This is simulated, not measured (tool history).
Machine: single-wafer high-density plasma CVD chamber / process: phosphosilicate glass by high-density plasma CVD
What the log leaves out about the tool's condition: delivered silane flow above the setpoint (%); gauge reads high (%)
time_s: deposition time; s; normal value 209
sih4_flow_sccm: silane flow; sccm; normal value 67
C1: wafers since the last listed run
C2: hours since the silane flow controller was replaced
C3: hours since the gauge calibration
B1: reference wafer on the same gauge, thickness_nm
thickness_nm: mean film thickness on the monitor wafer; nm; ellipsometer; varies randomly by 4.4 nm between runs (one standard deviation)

Run 1, day 0: usual settings; C1 0; C2 2098.7; C3 59.1; B1 1470.241. Result: thickness_nm 1325.757 nm.
Run 2, day 2.992: usual settings; C1 413; C2 2170.5; C3 130.9; B1 1472.798. Result: thickness_nm 1312.555 nm.
Run 3, day 5.733: usual settings; C1 378; C2 2236.3; C3 196.7; B1 1468.98. Result: thickness_nm 1323.885 nm.
Run 4, day 8.596: usual settings but time_s 242 s; C1 395; C2 2305; C3 265.4; B1 1469.369. Result: thickness_nm 1529.487 nm.
Run 5, day 9.979: usual settings but time_s 242 s; C1 191; C2 2338.2; C3 298.6; B1 1468.642. Result: thickness_nm 1520.376 nm.
Run 6, day 12.171: usual settings; C1 302; C2 2390.8; C3 351.2; B1 1469.665. Result: thickness_nm 1315.414 nm.
Run 7, day 14.65: usual settings; C1 342; C2 2450.3; C3 410.7; B1 1470.509. Result: thickness_nm 1309.26 nm.
Run 8, day 16.262: usual settings; C1 222; C2 2489; C3 449.4; B1 1471.48. Result: thickness_nm 1309.936 nm.
Run 9, day 18.417: usual settings but time_s 240 s; C1 297; C2 2540.7; C3 501.1; B1 1469.896. Result: thickness_nm 1515.931 nm.
Run 10, day 21.225: usual settings but time_s 240 s; C1 388; C2 2608.1; C3 568.5; B1 1467.577. Result: thickness_nm 1511.384 nm.
Run 11, day 23.408: usual settings; C1 301; C2 2660.5; C3 620.9; B1 1468.74. Result: thickness_nm 1310.941 nm.
Run 12, day 25.175: usual settings but time_s 198 s; C1 244; C2 2702.9; C3 663.3; B1 1471.815. Result: thickness_nm 1245.954 nm.
Run 13, day 27.488: usual settings but time_s 198 s; C1 319; C2 2758.4; C3 718.8; B1 1467.851. Result: thickness_nm 1240.433 nm.
Run 14, day 28.958: usual settings; C1 203; C2 2793.7; C3 754.1; B1 1470.992. Result: thickness_nm 1305.333 nm.
Run 15, day 31.554: usual settings but time_s 230 s, sih4_flow_sccm 63 sccm; C1 358; C2 2856; C3 816.4; B1 1470.13. Result: thickness_nm 1356.404 nm.
Run 16, day 33.925: usual settings but time_s 230 s, sih4_flow_sccm 63 sccm; C1 327; C2 2912.9; C3 873.3; B1 1468.576. Result: thickness_nm 1356.663 nm.
Run 17, day 35.842: usual settings but time_s 230 s, sih4_flow_sccm 63 sccm; C1 264; C2 2958.9; C3 919.3; B1 1470.526. Result: thickness_nm 1349.816 nm.
Run 18, day 36.892: usual settings; C1 145; C2 2984.1; C3 944.5; B1 1467.933. Result: thickness_nm 1312.629 nm.
At day 38.092: gauge calibrated.
Run 19, day 39.254: usual settings; C1 326; C2 3040.8; C3 27.9; B1 1469.046. Result: thickness_nm 1307.586 nm.
Run 20, day 41.479: usual settings but time_s 236 s, sih4_flow_sccm 72 sccm; C1 307; C2 3094.2; C3 81.3; B1 1470.59. Result: thickness_nm 1584.693 nm.
Run 21, day 43.488: usual settings but time_s 193 s, sih4_flow_sccm 73 sccm; C1 277; C2 3142.4; C3 129.5; B1 1469.157. Result: thickness_nm 1312.643 nm.
Run 22, day 45.462: usual settings; C1 272; C2 3189.8; C3 176.9; B1 1468.529. Result: thickness_nm 1309.056 nm.
Run 23, day 52.392: usual settings; C1 957; C2 3356.1; C3 343.2; B1 1468.04. Result: thickness_nm 1305.422 nm.
Run 24, day 54.283: usual settings but time_s 236 s, sih4_flow_sccm 72 sccm; C1 261; C2 3401.5; C3 388.6; B1 1468.608. Result: thickness_nm 1581.87 nm.
At day 55.833: silane flow controller replaced.
Run 25, day 60.492: usual settings; C1 811; C2 111.8; C3 537.6; B1 1471.325. Result: thickness_nm 1347.397 nm.
Run 26, day 61.633: usual settings but time_s 250 s, sih4_flow_sccm 61 sccm; C1 157; C2 139.2; C3 565; B1 1470.409. Result: thickness_nm 1468.594 nm.
Run 27, day 62.792: usual settings but time_s 223 s, sih4_flow_sccm 75 sccm; C1 160; C2 167; C3 592.8; B1 1470.192. Result: thickness_nm 1611.611 nm.
Run 28, day 64.575: usual settings; C1 246; C2 209.8; C3 635.6; B1 1468.227. Result: thickness_nm 1346.966 nm.
Run 29, day 66.608: usual settings but time_s 188 s, sih4_flow_sccm 78 sccm; C1 281; C2 258.6; C3 684.4; B1 1468.037. Result: thickness_nm 1403.938 nm.
Run 30, day 67.738: usual settings; C1 156; C2 285.7; C3 711.5; B1 1469.395. Result: thickness_nm 1346.601 nm.
Run 31, day 69.675: usual settings; C1 267; C2 332.2; C3 758; B1 1468.745. Result: thickness_nm 1348.257 nm.
Run 32, day 71.529: usual settings but time_s 229 s; C1 256; C2 376.7; C3 802.5; B1 1471.277. Result: thickness_nm 1468.387 nm.
Run 33, day 73.429: usual settings; C1 262; C2 422.3; C3 848.1; B1 1470.563. Result: thickness_nm 1342.465 nm.
Run 34, day 74.712: usual settings but time_s 245 s; C1 177; C2 453.1; C3 878.9; B1 1468.543. Result: thickness_nm 1574.917 nm.
Run 35, day 76.525: usual settings but time_s 167 s, sih4_flow_sccm 76 sccm; C1 250; C2 496.6; C3 922.4; B1 1470.658. Result: thickness_nm 1218.296 nm.
Run 36, day 77.65: usual settings but time_s 179 s, sih4_flow_sccm 73 sccm; C1 155; C2 523.6; C3 949.4; B1 1473.146. Result: thickness_nm 1252.079 nm.
Run 37, day 79.292: usual settings but time_s 235 s, sih4_flow_sccm 80 sccm; C1 226; C2 563; C3 988.8; B1 1470.408. Result: thickness_nm 1801.527 nm.
Run 38, day 81.883: usual settings but time_s 227 s, sih4_flow_sccm 76 sccm; C1 358; C2 625.2; C3 1051; B1 1470.361. Result: thickness_nm 1656.142 nm.

For each entry between runs, how does the tool's hidden state at the last listed run before it compare with that at the first listed run after it?
In the gap between runs 18 and 19: gauge calibrated (day 38.092)
  delivered silane flow above the setpoint (%): -3.46 -> -3.52
  measured result minus the result with no hidden state, thickness_nm: -46.991 -> -47.717 nm
In the gap between runs 24 and 25: silane flow controller replaced (day 55.833)
  delivered silane flow above the setpoint (%): -3.93 -> -0.238
  measured result minus the result with no hidden state, thickness_nm: -64.736 -> -3.218 nm
